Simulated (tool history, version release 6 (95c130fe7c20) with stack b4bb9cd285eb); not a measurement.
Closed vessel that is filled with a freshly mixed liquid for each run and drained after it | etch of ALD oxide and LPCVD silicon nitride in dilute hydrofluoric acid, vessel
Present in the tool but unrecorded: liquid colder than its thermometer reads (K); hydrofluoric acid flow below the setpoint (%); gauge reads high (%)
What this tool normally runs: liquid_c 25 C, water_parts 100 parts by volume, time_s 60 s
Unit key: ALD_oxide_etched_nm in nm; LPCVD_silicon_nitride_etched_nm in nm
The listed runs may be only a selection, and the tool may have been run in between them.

run,day,liquid_c,water_parts,time_s,wafers since the last listed run,hours since the thermometer was replaced,hours since the hydrofluoric acid flow meter was replaced,hours since the gauge calibration,"read-back film thickness of the ALD oxide reference wafer, read on the same gauge (nm)","read-back film thickness of the LPCVD silicon nitride reference wafer, read on the same gauge (nm)",ALD_oxide_etched_nm,LPCVD_silicon_nitride_etched_nm
1,0,25,100,60,0,1144.2,906,112.2,110,90.027,14.42,0.299
2,3.567,25,100,60,7666,1229.8,991.6,197.8,110.01,90.014,14.16,0.278
3,6.304,21,100,60,5884,1295.5,1057.3,263.5,110.01,89.989,12.29,0.207
4,10.329,21,100,60,8651,1392.1,1153.9,360.1,110,89.984,12.06,0.203
5,14.183,21,100,60,8284,1484.6,1246.4,452.6,110,89.999,12.02,0.217
6,18.25,28.5,100,60,8741,1582.2,1344,550.2,110.02,90.026,15.8,0.347
7,20.008,25,100,60,3779,1624.4,1386.2,592.4,110,90.004,14.19,0.27
# day 22.012: hydrofluoric acid flow meter replaced
8,24.404,25,120,40,9359,1729.9,57.4,697.9,110,89.994,6.94,0.133
# day 27.617: thermometer replaced
9,28.088,22,100,60,7827,11.3,145.8,786.3,110,89.987,11.39,0.211
# day 28.688: hydrofluoric acid flow meter replaced, repeated, since the last time left the tool worse
10,30.975,22.5,65,75,6116,80.6,54.9,855.6,110,90.005,27.68,0.463
# day 32.617: gauge calibrated
11,33.242,25,100,60,4872,135,109.3,15,110.01,90.034,15.27,0.313
12,36.612,22.5,65,40,7245,215.9,190.2,95.9,110.02,89.999,14.48,0.233
13,39.479,21.5,135,60,6161,284.7,259,164.7,109.99,89.984,9.32,0.179
14,42.283,26.5,120,70,6027,352,326.3,232,109.98,90.001,14.72,0.345

Pick out some run-to-run changes in ALD_oxide_etched_nm. Of each, how much would a tool without hidden state show as well, from the settings, what came in and chance, and how much is left for the hidden state and any gauge scatter not in both results compared?
Run 9 -> 10: liquid_c 22 -> 22.5, water_parts 100 -> 65, time_s 60 -> 75, hydrofluoric acid flow meter replaced, repeated, since the last time left the tool worse. ALD_oxide_etched_nm +16.29 nm: hidden state +2.24, all else +14.05.
